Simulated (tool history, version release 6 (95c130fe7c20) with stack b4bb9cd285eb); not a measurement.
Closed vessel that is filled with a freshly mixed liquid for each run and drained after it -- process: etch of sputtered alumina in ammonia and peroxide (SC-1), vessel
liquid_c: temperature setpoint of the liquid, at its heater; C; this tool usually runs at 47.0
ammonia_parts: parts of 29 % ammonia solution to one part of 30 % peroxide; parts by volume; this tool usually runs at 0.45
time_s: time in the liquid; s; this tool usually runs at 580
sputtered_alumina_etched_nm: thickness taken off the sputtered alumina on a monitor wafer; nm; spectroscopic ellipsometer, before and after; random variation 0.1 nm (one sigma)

run	hour	liquid_c	ammonia_parts	time_s	read-back film thickness of the sputtered alumina reference wafer, read on the same gauge (nm)	sputtered_alumina_etched_nm
1	0.0	47.0	0.45	580	60.01	28.67
2	8.0	47.0	0.45	580	59.97	28.58
3	20.4	47.0	0.45	580	59.97	28.81
4	28.9	47.0	0.45	580	59.98	28.59
5	51.1	47.0	0.45	580	60.00	28.56
6	63.1	47.0	0.45	580	60.00	28.60
7	75.7	42.0	0.45	580	59.98	21.29
8	83.1	47.0	0.35	580	59.98	27.88
9	100.9	47.0	0.30	580	60.00	27.29
10	114.8	47.0	0.30	580	60.02	27.13
# hour 118.6: new drum of ammonia solution connected
11	123.3	47.0	0.30	580	60.03	27.29
12	134.6	56.5	0.35	365	59.99	29.51
13	151.4	56.0	0.40	390	59.99	30.84
14	167.4	47.0	0.45	580	60.02	28.18
# hour 172.5: ammonia flow meter replaced
# hour 183.0: thermometer replaced
15	183.5	47.0	0.60	400	60.04	22.55
16	191.9	47.0	0.60	580	60.00	32.65
17	198.3	40.0	0.45	580	60.00	21.13
# hour 209.2: gauge calibrated
18	213.4	47.0	0.45	580	60.02	31.50
19	231.0	47.0	0.45	580	60.02	31.44
20	244.0	39.5	0.35	295	60.01	10.13
21	259.1	47.0	0.45	240	60.02	13.10
22	266.7	41.5	0.45	580	59.98	22.96

Predict each of these 3 candidate next runs independently; none follows another, all start after run 22:
A	267.5	47.0	0.45	580	?	?
B	267.5	55.0	0.45	485	?	?
C	267.5	55.0	0.45	730	?	?

run	read-back film thickness of the sputtered alumina reference wafer, read on the same gauge (nm)	sputtered_alumina_etched_nm
A	59.99	31.40
B	59.99	40.70
C	59.99	61.26
Stripped of hidden state, with their random variation kept, the same runs would have yielded:
run	sputtered_alumina_etched_nm
A	32.03
B	41.47
C	62.41
